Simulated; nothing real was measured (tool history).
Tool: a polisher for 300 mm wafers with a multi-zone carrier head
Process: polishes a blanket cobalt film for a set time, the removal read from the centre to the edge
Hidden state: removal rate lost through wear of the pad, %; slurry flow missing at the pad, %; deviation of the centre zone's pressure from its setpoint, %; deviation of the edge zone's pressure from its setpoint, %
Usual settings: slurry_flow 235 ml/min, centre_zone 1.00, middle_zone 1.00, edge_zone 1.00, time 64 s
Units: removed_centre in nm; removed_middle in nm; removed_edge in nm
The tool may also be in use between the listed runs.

run   hour  slurry_flow  centre_zone  middle_zone  edge_zone  time  wafers since the last listed run  wafers polished on this pad  hours since the slurry nozzle was cleaned  hours since the centre zone pressure was calibrated  hours since the edge zone pressure was calibrated  hours since the carrier head's membrane was replaced  incoming thickness of the incoming film, nm  removed_centre  removed_middle  removed_edge
  1    0.0          270         0.93         0.96       1.07    64                                 0                         1752                                       50.2                                                799.8                                              818.0                                                 561.4                                       1530.3           251.2           249.7         271.2
  2   26.8          310         1.00         1.06       1.00    44                               260                         2012                                       77.0                                                826.6                                              844.8                                                 588.2                                       1496.3           185.2           189.2         183.6
  3   48.0          195         1.00         0.88       1.00    64                               205                         2218                                       98.2                                                847.8                                              866.0                                                 609.4                                       1471.2           244.7           219.5         251.2
  4   61.7          235         1.00         1.00       0.97    48                               133                         2351                                      111.9                                                861.5                                              879.7                                                 623.1                                       1510.2           193.9           185.5         189.8
      86.1  -- worn pad replaced by a new one
  5   95.6          235         1.00         1.10       1.08    64                               290                           92                                      145.8                                                895.4                                              913.6                                                 657.0                                       1488.0           255.4           269.8         264.6
  6  122.2          235         1.08         1.00       1.00    64                               258                          350                                      172.4                                                922.0                                              940.2                                                 683.6                                       1506.0           264.2           241.6         256.6
  7  156.3          235         1.00         1.00       1.00    64                               331                          682                                      206.5                                                956.1                                              974.3                                                 717.7                                       1473.3           247.2           247.7         253.8
  8  175.5          195         1.00         1.00       0.95    79                               186                          868                                      225.7                                                975.3                                              993.5                                                 736.9                                       1470.3           292.9           293.9         295.2
  9  202.6          175         1.00         1.11       1.08    50                               263                         1132                                      252.8                                               1002.4                                             1020.6                                                 764.0                                       1515.8           175.1           194.1         192.8
     229.4  -- carrier head's membrane replaced by a new one
     235.3  -- edge zone pressure recalibrated
 10  235.8          235         1.00         0.97       1.00    64                               254                         1386                                      286.0                                               1035.6                                                0.5                                                   6.4                                       1487.2           243.6           234.6         251.2
 11  263.6          235         0.90         1.11       1.00    71                               270                         1656                                      313.8                                               1063.4                                               28.3                                                  34.2                                       1499.4           249.7           292.4         276.0
 12  291.4          235         1.00         1.00       1.00    64                               270                         1926                                      341.6                                               1091.2                                               56.1                                                  62.0                                       1497.5           245.0           238.5         249.9
     300.6  -- slurry nozzle cleaned
     321.4  -- worn pad replaced by a new one
 13  323.8          235         0.91         0.90       1.00    64                               266                           23                                       23.2                                               1123.6                                               88.5                                                  94.4                                       1513.6           241.3           239.4         261.8
     343.9  -- centre zone pressure recalibrated
 14  358.4          235         1.08         1.00       1.00    64                               316                          340                                       57.8                                                 14.5                                              123.1                                                 129.0                                       1520.5           275.4           250.6         258.7
 15  390.5          235         1.00         1.00       1.00    64                               311                          651                                       89.9                                                 46.6                                              155.2                                                 161.1                                       1522.0           247.5           252.8         253.1
 16  431.0          235         1.07         0.91       1.00    75                               393                         1045                                      130.4                                                 87.1                                              195.7                                                 201.6                                       1483.0           302.4           270.7         297.2
 17  490.0          200         1.00         1.00       1.05    80                               573                         1618                                      189.4                                                146.1                                              254.7                                                 260.6                                       1521.1           291.9           289.8         308.2
 18  503.0          235         1.00         1.00       1.00    64                               126                         1744                                      202.4                                                159.1                                              267.7                                                 273.6                                       1496.4           241.2           243.5         250.5
 19  522.9          235         1.08         1.00       1.00    86                               193                         1938                                      222.3                                                179.0                                              287.6                                                 293.5                                       1494.6           335.1           320.3         336.1
 20  552.9          235         1.00         1.00       1.00    64                               291                         2229                                      252.3                                                209.0                                              317.6                                                 323.5                                       1499.5           239.8           233.2         246.6
     583.3  -- worn pad replaced by a new one
 21  597.9          195         1.05         0.91       1.00    53                               398                          141                                      297.3                                                254.0                                              362.6                                                 368.5                                       1514.1           190.0           170.0         194.8
 22  613.5          235         1.05         1.07       1.00    64                               151                          293                                      312.9                                                269.6                                              378.2                                                 384.1                                       1512.9           244.3           245.2         246.0
 23  633.3          235         1.00         1.04       1.09    64                               192                          485                                      332.7                                                289.4                                              398.0                                                 403.9                                       1488.8           236.3           244.5         257.0

Forecast each of these 3 alternatives for the next run:
  A  633.7          235         1.00         1.00       1.00    64                                 3                          489                                      333.1                                                289.8                                              398.4                                                 404.3                                       1491.1               ?               ?             ?
  B  633.7          235         1.00         1.06       1.00    57                                 3                          489                                      333.1                                                289.8                                              398.4                                                 404.3                                       1491.1               ?               ?             ?
  C  633.7          235         1.00         1.04       0.93    64                                 3                          489                                      333.1                                                289.8                                              398.4                                                 404.3                                       1491.1               ?               ?             ?

run  removed_centre  removed_middle  removed_edge
  A           237.4           233.6         243.1
  B           211.5           218.6         216.3
  C           237.5           241.5         236.6
Without the tool's hidden state the same runs would have given:
run  removed_centre  removed_middle  removed_edge
  A           271.3           262.8         264.7
  B           241.7           245.9         235.5
  C           271.4           271.7         257.6
